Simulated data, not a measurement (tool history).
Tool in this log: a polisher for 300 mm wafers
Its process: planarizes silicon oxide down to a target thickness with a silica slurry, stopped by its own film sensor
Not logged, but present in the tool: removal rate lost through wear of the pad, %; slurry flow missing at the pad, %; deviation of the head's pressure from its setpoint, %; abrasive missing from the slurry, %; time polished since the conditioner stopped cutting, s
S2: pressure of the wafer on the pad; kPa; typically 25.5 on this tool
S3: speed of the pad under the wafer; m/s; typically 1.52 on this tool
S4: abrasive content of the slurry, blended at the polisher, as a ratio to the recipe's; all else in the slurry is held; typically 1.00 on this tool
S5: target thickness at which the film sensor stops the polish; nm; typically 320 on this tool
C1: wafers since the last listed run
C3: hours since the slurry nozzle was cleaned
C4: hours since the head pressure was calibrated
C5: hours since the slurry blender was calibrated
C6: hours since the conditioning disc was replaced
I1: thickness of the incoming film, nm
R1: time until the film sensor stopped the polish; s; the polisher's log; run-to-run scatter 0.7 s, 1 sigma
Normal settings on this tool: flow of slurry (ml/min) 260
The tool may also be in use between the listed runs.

run 1 hour=0.0 | flow_of_slurry_(ml/min)=260 S2=25.5 S3=1.52 S4=1.00 S5=320 | C1=0 wafers_polished_on_this_pad=3564 C3=241.5 C4=336.0 C5=194.8 C6=163.9 | I1=570.7 | R1=77.3
run 2 hour=63.6 | flow_of_slurry_(ml/min)=260 S2=25.5 S3=1.52 S4=1.00 S5=320 | C1=742 wafers_polished_on_this_pad=4307 C3=305.1 C4=399.6 C5=258.4 C6=227.5 | I1=570.2 | R1=77.4
run 3 hour=101.5 | flow_of_slurry_(ml/min)=260 S2=25.5 S3=1.52 S4=1.00 S5=320 | C1=442 wafers_polished_on_this_pad=4749 C3=343.0 C4=437.5 C5=296.3 C6=265.4 | I1=573.0 | R1=78.8
-- hour=128.2 worn pad replaced by a new one
run 4 hour=164.5 | flow_of_slurry_(ml/min)=260 S2=25.5 S3=1.08 S4=1.00 S5=320 | C1=688 wafers_polished_on_this_pad=423 C3=406.0 C4=500.5 C5=359.3 C6=328.4 | I1=580.5 | R1=104.5
run 5 hour=219.7 | flow_of_slurry_(ml/min)=190 S2=25.5 S3=1.52 S4=1.00 S5=320 | C1=644 wafers_polished_on_this_pad=1067 C3=461.2 C4=555.7 C5=414.5 C6=383.6 | I1=581.8 | R1=83.8
-- hour=258.9 conditioning disc replaced and pad reconditioned
-- hour=279.1 slurry blender recalibrated
run 6 hour=281.8 | flow_of_slurry_(ml/min)=260 S2=25.5 S3=1.52 S4=1.00 S5=320 | C1=678 wafers_polished_on_this_pad=1745 C3=523.3 C4=617.8 C5=2.7 C6=22.9 | I1=570.5 | R1=77.4
-- hour=323.6 head pressure recalibrated
run 7 hour=350.4 | flow_of_slurry_(ml/min)=200 S2=25.5 S3=1.52 S4=1.00 S5=320 | C1=777 wafers_polished_on_this_pad=2522 C3=591.9 C4=26.8 C5=71.3 C6=91.5 | I1=586.5 | R1=84.4
-- hour=358.4 slurry nozzle cleaned
run 8 hour=546.7 | flow_of_slurry_(ml/min)=310 S2=25.5 S3=1.52 S4=1.00 S5=320 | C1=2279 wafers_polished_on_this_pad=4802 C3=188.3 C4=223.1 C5=267.6 C6=287.8 | I1=578.5 | R1=78.5
run 9 hour=589.5 | flow_of_slurry_(ml/min)=260 S2=25.5 S3=1.52 S4=1.20 S5=320 | C1=499 wafers_polished_on_this_pad=5301 C3=231.1 C4=265.9 C5=310.4 C6=330.6 | I1=573.2 | R1=74.4
-- hour=615.4 worn pad replaced by a new one
run 10 hour=637.7 | flow_of_slurry_(ml/min)=315 S2=29.0 S3=1.52 S4=1.00 S5=320 | C1=515 wafers_polished_on_this_pad=260 C3=279.3 C4=314.1 C5=358.6 C6=378.8 | I1=584.4 | R1=71.3
run 11 hour=669.0 | flow_of_slurry_(ml/min)=260 S2=25.5 S3=2.00 S4=1.00 S5=320 | C1=365 wafers_polished_on_this_pad=625 C3=310.6 C4=345.4 C5=389.9 C6=410.1 | I1=577.7 | R1=62.8
-- hour=674.9 conditioning disc replaced and pad reconditioned
run 12 hour=717.5 | flow_of_slurry_(ml/min)=185 S2=25.5 S3=1.52 S4=1.00 S5=320 | C1=542 wafers_polished_on_this_pad=1168 C3=359.1 C4=393.9 C5=438.4 C6=42.6 | I1=576.2 | R1=82.1
run 13 hour=754.9 | flow_of_slurry_(ml/min)=260 S2=25.5 S3=1.52 S4=1.00 S5=320 | C1=436 wafers_polished_on_this_pad=1604 C3=396.5 C4=431.3 C5=475.8 C6=80.0 | I1=581.0 | R1=80.0
-- hour=759.1 slurry blender recalibrated
run 14 hour=794.1 | flow_of_slurry_(ml/min)=260 S2=25.5 S3=1.52 S4=1.00 S5=320 | C1=434 wafers_polished_on_this_pad=2039 C3=435.7 C4=470.5 C5=35.0 C6=119.2 | I1=584.3 | R1=81.1
run 15 hour=829.1 | flow_of_slurry_(ml/min)=260 S2=29.0 S3=1.52 S4=1.00 S5=320 | C1=408 wafers_polished_on_this_pad=2447 C3=470.7 C4=505.5 C5=70.0 C6=154.2 | I1=577.5 | R1=70.3
run 16 hour=867.1 | flow_of_slurry_(ml/min)=335 S2=25.5 S3=1.72 S4=1.00 S5=361 | C1=443 wafers_polished_on_this_pad=2891 C3=508.7 C4=543.5 C5=108.0 C6=192.2 | I1=586.0 | R1=60.3
-- hour=894.1 head pressure recalibrated
-- hour=903.4 slurry nozzle cleaned
run 17 hour=931.7 | flow_of_slurry_(ml/min)=330 S2=25.5 S3=1.52 S4=1.30 S5=320 | C1=718 wafers_polished_on_this_pad=3609 C3=28.3 C4=37.6 C5=172.6 C6=256.8 | I1=584.8 | R1=73.7
run 18 hour=977.0 | flow_of_slurry_(ml/min)=260 S2=20.0 S3=1.10 S4=1.30 S5=320 | C1=528 wafers_polished_on_this_pad=4138 C3=73.6 C4=82.9 C5=217.9 C6=302.1 | I1=581.7 | R1=121.6
run 19 hour=1044.9 | flow_of_slurry_(ml/min)=300 S2=25.5 S3=1.68 S4=1.00 S5=320 | C1=792 wafers_polished_on_this_pad=4930 C3=141.5 C4=150.8 C5=285.8 C6=370.0 | I1=571.6 | R1=70.8
-- hour=1068.5 conditioning disc replaced and pad reconditioned
-- hour=1101.0 worn pad replaced by a new one
run 20 hour=1108.5 | flow_of_slurry_(ml/min)=260 S2=25.5 S3=1.52 S4=1.00 S5=320 | C1=672 wafers_polished_on_this_pad=88 C3=205.1 C4=214.4 C5=349.4 C6=40.0 | I1=583.9 | R1=80.2
run 21 hour=1143.8 | flow_of_slurry_(ml/min)=260 S2=32.4 S3=1.38 S4=1.30 S5=290 | C1=411 wafers_polished_on_this_pad=500 C3=240.4 C4=249.7 C5=384.7 C6=75.3 | I1=575.5 | R1=70.6
run 22 hour=1192.9 | flow_of_slurry_(ml/min)=335 S2=30.3 S3=1.52 S4=1.25 S5=379 | C1=573 wafers_polished_on_this_pad=1073 C3=289.5 C4=298.8 C5=433.8 C6=124.4 | I1=584.1 | R1=49.8
run 23 hour=1250.1 | flow_of_slurry_(ml/min)=235 S2=20.7 S3=1.52 S4=1.00 S5=320 | C1=667 wafers_polished_on_this_pad=1740 C3=346.7 C4=356.0 C5=491.0 C6=181.6 | I1=575.5 | R1=94.3
-- hour=1280.4 slurry blender recalibrated
run 24 hour=1307.9 | flow_of_slurry_(ml/min)=260 S2=25.5 S3=1.52 S4=0.75 S5=320 | C1=651 wafers_polished_on_this_pad=2391 C3=404.5 C4=413.8 C5=27.5 C6=239.4 | I1=570.4 | R1=84.2

What if the next run were any one of these 5? Each begins from the tool's condition after run 24:
run A hour=1308.3 | flow_of_slurry_(ml/min)=260 S2=25.5 S3=1.52 S4=1.00 S5=274 | C1=4 wafers_polished_on_this_pad=2396 C3=404.9 C4=414.2 C5=27.9 C6=239.8 | I1=580.8 | R1=?
run B hour=1308.3 | flow_of_slurry_(ml/min)=190 S2=34.5 S3=1.36 S4=0.75 S5=320 | C1=4 wafers_polished_on_this_pad=2396 C3=404.9 C4=414.2 C5=27.9 C6=239.8 | I1=580.8 | R1=?
run C hour=1308.3 | flow_of_slurry_(ml/min)=260 S2=25.5 S3=1.52 S4=1.10 S5=285 | C1=4 wafers_polished_on_this_pad=2396 C3=404.9 C4=414.2 C5=27.9 C6=239.8 | I1=580.8 | R1=?
run D hour=1308.3 | flow_of_slurry_(ml/min)=200 S2=25.5 S3=1.16 S4=1.00 S5=320 | C1=4 wafers_polished_on_this_pad=2396 C3=404.9 C4=414.2 C5=27.9 C6=239.8 | I1=580.8 | R1=?
run E hour=1308.3 | flow_of_slurry_(ml/min)=330 S2=25.5 S3=1.52 S4=0.80 S5=273 | C1=4 wafers_polished_on_this_pad=2396 C3=404.9 C4=414.2 C5=27.9 C6=239.8 | I1=580.8 | R1=?

run=A R1=94.0
run=B R1=74.0
run=C R1=88.5
run=D R1=102.7
run=E R1=97.3
Without the tool's unlogged condition, the same runs would have read:
run=A R1=94.0
run=B R1=74.0
run=C R1=88.5
run=D R1=102.7
run=E R1=97.3
